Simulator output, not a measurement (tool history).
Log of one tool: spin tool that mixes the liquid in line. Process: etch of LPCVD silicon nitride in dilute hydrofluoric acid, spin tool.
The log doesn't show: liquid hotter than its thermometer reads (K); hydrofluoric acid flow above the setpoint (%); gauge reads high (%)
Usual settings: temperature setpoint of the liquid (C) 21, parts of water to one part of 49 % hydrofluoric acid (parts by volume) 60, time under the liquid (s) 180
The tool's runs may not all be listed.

run,hour,temperature setpoint of the liquid (C),parts of water to one part of 49 % hydrofluoric acid (parts by volume),time under the liquid (s),wafers since the last listed run,hours since the thermometer was replaced,hours since the hydrofluoric acid flow meter was replaced,hours since the gauge calibration,"read-back film thickness of the LPCVD silicon nitride reference wafer, read on the same gauge (nm)",thickness taken off the LPCVD silicon nitride on a monitor wafer (Å)
1,0,21,45,180,0,488.4,1428.7,1414.9,29.025,19
2,39.7,21,45,180,248,528.1,1468.4,1454.6,28.94,18.74
3,88,21,60,135,302,576.4,1516.7,1502.9,28.875,10.68
4,150.3,21,60,180,389,638.7,1579,1565.2,28.793,14.37
5,221.8,21,60,180,447,710.2,1650.5,1636.7,28.681,14.03
6,291.1,21,60,180,433,779.5,1719.8,1706,28.569,14.29
7,317.4,21,50,180,164,805.8,1746.1,1732.3,28.541,17.01
8,372.5,24.5,60,180,344,860.9,1801.2,1787.4,28.373,17.72
9,400.8,24.5,60,180,177,889.2,1829.5,1815.7,28.358,17.88
10,434.6,21,60,235,211,923,1863.3,1849.5,28.255,17.99
11,458.8,21,60,235,151,947.2,1887.5,1873.7,28.234,17.83
# hour 507.4: hydrofluoric acid flow meter replaced
12,507.9,21,65,180,300,996.3,0.5,1922.8,28.136,12.85
13,532.8,21,75,180,155,1021.2,25.4,1947.7,28.111,11.26
14,589.2,22.5,30,140,352,1077.6,81.8,2004.1,27.946,23.7
15,643.1,24,35,180,337,1131.5,135.7,2058,27.846,28.49
16,702.9,23.5,60,90,374,1191.3,195.5,2117.8,27.715,8.18
17,794.8,23,50,145,574,1283.2,287.4,2209.7,27.48,14.88
# hour 841.5: gauge calibrated
18,863.1,19.5,35,180,427,1351.5,355.7,21.6,30.079,22.31
19,920.1,24.5,40,140,356,1408.5,412.7,78.6,30.115,21.93
20,946.7,21,60,235,166,1435.1,439.3,105.2,30.062,19.18
21,986.1,24.5,75,140,246,1474.5,478.7,144.6,30.078,11.66
# hour 1072: thermometer replaced
22,1095.1,21,60,180,675,23.1,587.7,253.6,30.036,14.92
23,1145.3,23,75,255,314,73.3,637.9,303.8,30.085,19.39
24,1198.4,21,80,180,332,126.4,691,356.9,30.005,11.15
25,1269,21,60,85,441,197,761.6,427.5,29.951,6.74
26,1340.8,21,60,180,449,268.8,833.4,499.3,29.988,14.75
27,1367.7,18.5,60,245,168,295.7,860.3,526.2,30.013,17.55
28,1425.7,17,70,235,362,353.7,918.3,584.2,29.879,12.58
29,1472.2,24,75,180,290,400.2,964.8,630.7,29.892,14.73
30,1515.2,25.5,90,115,269,443.2,1007.8,673.7,29.87,8.35
31,1558.2,21,60,180,269,486.2,1050.8,716.7,29.83,14.93

Hidden state or all else? Some run-to-run changes of thickness taken off the LPCVD silicon nitride on a monitor wafer (Å), split into what the settings, what came in and random variation would give without the hidden state, and what is left for the hidden state (with any gauge scatter that isn't in both results):
Run 13 -> 14: temperature setpoint of the liquid (C) 21 -> 22.5, parts of water to one part of 49 % hydrofluoric acid (parts by volume) 75 -> 30, time under the liquid (s) 180 -> 140. thickness taken off the LPCVD silicon nitride on a monitor wafer (Å) +12.44: hidden state -0.96, all else +13.4.
Run 15 -> 16: temperature setpoint of the liquid (C) 24 -> 23.5, parts of water to one part of 49 % hydrofluoric acid (parts by volume) 35 -> 60, time under the liquid (s) 180 -> 90. thickness taken off the LPCVD silicon nitride on a monitor wafer (Å) -20.31: hidden state +1.53, all else -21.84.
Run 17 -> 18: temperature setpoint of the liquid (C) 23 -> 19.5, parts of water to one part of 49 % hydrofluoric acid (parts by volume) 50 -> 35, time under the liquid (s) 145 -> 180, gauge calibrated. thickness taken off the LPCVD silicon nitride on a monitor wafer (Å) +7.43: hidden state +1.43, all else +6.
Run 23 -> 24: temperature setpoint of the liquid (C) 23 -> 21, parts of water to one part of 49 % hydrofluoric acid (parts by volume) 75 -> 80, time under the liquid (s) 255 -> 180. thickness taken off the LPCVD silicon nitride on a monitor wafer (Å) -8.24: hidden state -0.02, all else -8.22.
